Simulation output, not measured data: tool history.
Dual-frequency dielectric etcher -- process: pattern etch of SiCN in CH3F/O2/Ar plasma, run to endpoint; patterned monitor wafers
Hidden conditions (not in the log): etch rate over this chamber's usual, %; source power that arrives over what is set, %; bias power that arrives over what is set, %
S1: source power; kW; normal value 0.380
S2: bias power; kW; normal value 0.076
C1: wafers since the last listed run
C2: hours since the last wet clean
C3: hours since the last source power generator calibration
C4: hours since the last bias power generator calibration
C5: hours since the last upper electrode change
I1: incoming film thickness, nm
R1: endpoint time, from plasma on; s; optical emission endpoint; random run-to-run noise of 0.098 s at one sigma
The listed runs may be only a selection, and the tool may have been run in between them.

run 1 hour=0.0 | S1=0.380 S2=0.076 | C1=0 C2=277.6 C3=4617.7 C4=4076.8 C5=5523.0 | I1=11.25 | R1=28.0
run 2 hour=29.6 | S1=0.380 S2=0.076 | C1=376 C2=307.2 C3=4647.3 C4=4106.4 C5=5552.6 | I1=11.19 | R1=27.8
run 3 hour=41.8 | S1=0.380 S2=0.089 | C1=155 C2=319.4 C3=4659.5 C4=4118.6 C5=5564.8 | I1=11.19 | R1=26.0
run 4 hour=54.1 | S1=0.380 S2=0.089 | C1=156 C2=331.7 C3=4671.8 C4=4130.9 C5=5577.1 | I1=11.23 | R1=26.0
-- hour=93.7 wet clean of the chamber
run 5 hour=94.2 | S1=0.350 S2=0.070 | C1=204 C2=0.5 C3=4711.9 C4=4171.0 C5=5617.2 | I1=11.21 | R1=31.4
run 6 hour=159.4 | S1=0.350 S2=0.070 | C1=829 C2=65.7 C3=4777.1 C4=4236.2 C5=5682.4 | I1=11.21 | R1=31.3
run 7 hour=195.4 | S1=0.350 S2=0.070 | C1=457 C2=101.7 C3=4813.1 C4=4272.2 C5=5718.4 | I1=11.26 | R1=31.3
run 8 hour=220.9 | S1=0.380 S2=0.076 | C1=324 C2=127.2 C3=4838.6 C4=4297.7 C5=5743.9 | I1=11.27 | R1=28.7
run 9 hour=256.4 | S1=0.380 S2=0.076 | C1=451 C2=162.7 C3=4874.1 C4=4333.2 C5=5779.4 | I1=11.21 | R1=28.6
-- hour=278.6 source power generator calibrated
run 10 hour=281.9 | S1=0.380 S2=0.076 | C1=273 C2=188.2 C3=3.3 C4=4358.7 C5=5804.9 | I1=11.22 | R1=28.2
-- hour=308.2 bias power generator calibrated
run 11 hour=308.7 | S1=0.380 S2=0.076 | C1=290 C2=215.0 C3=30.1 C4=0.5 C5=5831.7 | I1=11.37 | R1=28.6
run 12 hour=336.3 | S1=0.380 S2=0.076 | C1=351 C2=242.6 C3=57.7 C4=28.1 C5=5859.3 | I1=11.22 | R1=28.0
run 13 hour=348.9 | S1=0.440 S2=0.076 | C1=160 C2=255.2 C3=70.3 C4=40.7 C5=5871.9 | I1=11.03 | R1=25.6
run 14 hour=380.0 | S1=0.290 S2=0.092 | C1=395 C2=286.3 C3=101.4 C4=71.8 C5=5903.0 | I1=11.17 | R1=29.7
-- hour=485.7 wet clean of the chamber
run 15 hour=486.2 | S1=0.440 S2=0.069 | C1=1045 C2=0.5 C3=207.6 C4=178.0 C5=6009.2 | I1=11.23 | R1=27.5
run 16 hour=486.5 | S1=0.330 S2=0.085 | C1=3 C2=0.8 C3=207.9 C4=178.3 C5=6009.5 | I1=11.19 | R1=29.4
run 17 hour=500.3 | S1=0.460 S2=0.068 | C1=175 C2=14.6 C3=221.7 C4=192.1 C5=6023.3 | I1=11.27 | R1=27.4
run 18 hour=527.6 | S1=0.450 S2=0.086 | C1=347 C2=41.9 C3=249.0 C4=219.4 C5=6050.6 | I1=11.20 | R1=24.5
-- hour=592.1 upper electrode replaced
run 19 hour=618.6 | S1=0.380 S2=0.076 | C1=852 C2=132.9 C3=340.0 C4=310.4 C5=26.5 | I1=11.16 | R1=28.2
run 20 hour=694.0 | S1=0.440 S2=0.084 | C1=959 C2=208.3 C3=415.4 C4=385.8 C5=101.9 | I1=11.27 | R1=24.8
run 21 hour=729.3 | S1=0.410 S2=0.063 | C1=449 C2=243.6 C3=450.7 C4=421.1 C5=137.2 | I1=11.12 | R1=29.0
run 22 hour=745.0 | S1=0.320 S2=0.095 | C1=199 C2=259.3 C3=466.4 C4=436.8 C5=152.9 | I1=11.11 | R1=27.3
run 23 hour=774.9 | S1=0.310 S2=0.065 | C1=380 C2=289.2 C3=496.3 C4=466.7 C5=182.8 | I1=11.21 | R1=33.7
run 24 hour=802.1 | S1=0.280 S2=0.063 | C1=346 C2=316.4 C3=523.5 C4=493.9 C5=210.0 | I1=10.97 | R1=35.7
run 25 hour=817.4 | S1=0.340 S2=0.069 | C1=194 C2=331.7 C3=538.8 C4=509.2 C5=225.3 | I1=11.28 | R1=31.1
-- hour=858.5 wet clean of the chamber
run 26 hour=859.0 | S1=0.380 S2=0.076 | C1=223 C2=0.5 C3=580.4 C4=550.8 C5=266.9 | I1=11.13 | R1=28.3

Results per run with the tool's hidden condition removed, run-to-run variation unchanged:
run=1 R1=28.7
run=2 R1=28.6
run=3 R1=26.8
run=4 R1=26.8
run=5 R1=31.3
run=6 R1=31.3
run=7 R1=31.4
run=8 R1=28.9
run=9 R1=28.9
run=10 R1=28.5
run=11 R1=29.0
run=12 R1=28.6
run=13 R1=26.1
run=14 R1=30.3
run=15 R1=27.6
run=16 R1=29.6
run=17 R1=27.5
run=18 R1=24.7
run=19 R1=28.7
run=20 R1=25.3
run=21 R1=29.8
run=22 R1=28.0
run=23 R1=34.7
run=24 R1=36.8
run=25 R1=32.2
run=26 R1=28.5
